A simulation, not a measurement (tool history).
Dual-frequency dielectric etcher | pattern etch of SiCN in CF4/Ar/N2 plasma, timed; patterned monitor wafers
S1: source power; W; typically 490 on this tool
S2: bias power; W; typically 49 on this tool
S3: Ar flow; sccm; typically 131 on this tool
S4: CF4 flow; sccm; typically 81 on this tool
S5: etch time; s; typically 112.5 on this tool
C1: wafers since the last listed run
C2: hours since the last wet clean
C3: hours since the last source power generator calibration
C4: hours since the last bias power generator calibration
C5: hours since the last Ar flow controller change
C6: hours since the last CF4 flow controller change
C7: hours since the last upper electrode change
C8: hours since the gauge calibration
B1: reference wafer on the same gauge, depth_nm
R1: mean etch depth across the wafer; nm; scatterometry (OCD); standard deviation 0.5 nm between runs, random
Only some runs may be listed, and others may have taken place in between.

run   hour   S1  S2   S3   S4     S5   C1     C2     C3     C4     C5      C6      C7     C8    B1     R1
  1      0  490  49  131   81  112.5    0  336.7   21.4     48   32.8  5537.4  3535.1    481  95.9   92.5
  2   18.2  590  49  131   81  112.5  170  354.9   39.6   66.2     51  5555.6  3553.3  499.2  95.3  102.4
  3   48.3  490  59  131   81  112.5  281    385   69.7   96.3   81.1  5585.7  3583.4  529.3  95.7   98.7
      72.4  -- gauge calibrated
  4   78.2  490  49  131   92  112.5  280  414.9   99.6  126.2    111  5615.6  3613.3    5.8  95.8   93.1
  5   96.1  490  49  131   81  112.5  167  432.8  117.5  144.1  128.9  5633.5  3631.2   23.7  95.5     91
  6  113.7  490  49  131   81  112.5  164  450.4  135.1  161.7  146.5  5651.1  3648.8   41.3  95.5   90.9
     125.5  -- CF4 flow controller replaced
     157.2  -- wet clean of the chamber
     169.9  -- upper electrode replaced
  7  170.4  490  49  131   81  112.5  130   13.2  191.8  218.4  203.2    44.9     0.5     98  95.6   90.8
  8  170.8  490  49  111   81  112.5    3   13.6  192.2  218.8  203.6    45.3     0.9   98.4  95.6     95
  9  194.8  490  49  131   81  112.5  224   37.6  216.2  242.8  227.6    69.3    24.9  122.4  95.7   91.3
 10  209.3  400  49  131  100  130.5  135   52.1  230.7  257.3  242.1    83.8    39.4  136.9  95.7   97.6
 11    244  490  44  143   94     93  325   86.8  265.4    292  276.8   118.5    74.1  171.6  95.7   71.8

What does the tool deliver on the next run?
 12  270.6  370  49  131  81  112.5  249  113.4  292  318.6  303.4  145.1  100.7  198.2   ?   ?

Run 12 produced B1 95.6, R1 77.1 nm.
Were there no unlogged condition in the tool, this run, its random variation unchanged, would have produced R1 77.1 nm.

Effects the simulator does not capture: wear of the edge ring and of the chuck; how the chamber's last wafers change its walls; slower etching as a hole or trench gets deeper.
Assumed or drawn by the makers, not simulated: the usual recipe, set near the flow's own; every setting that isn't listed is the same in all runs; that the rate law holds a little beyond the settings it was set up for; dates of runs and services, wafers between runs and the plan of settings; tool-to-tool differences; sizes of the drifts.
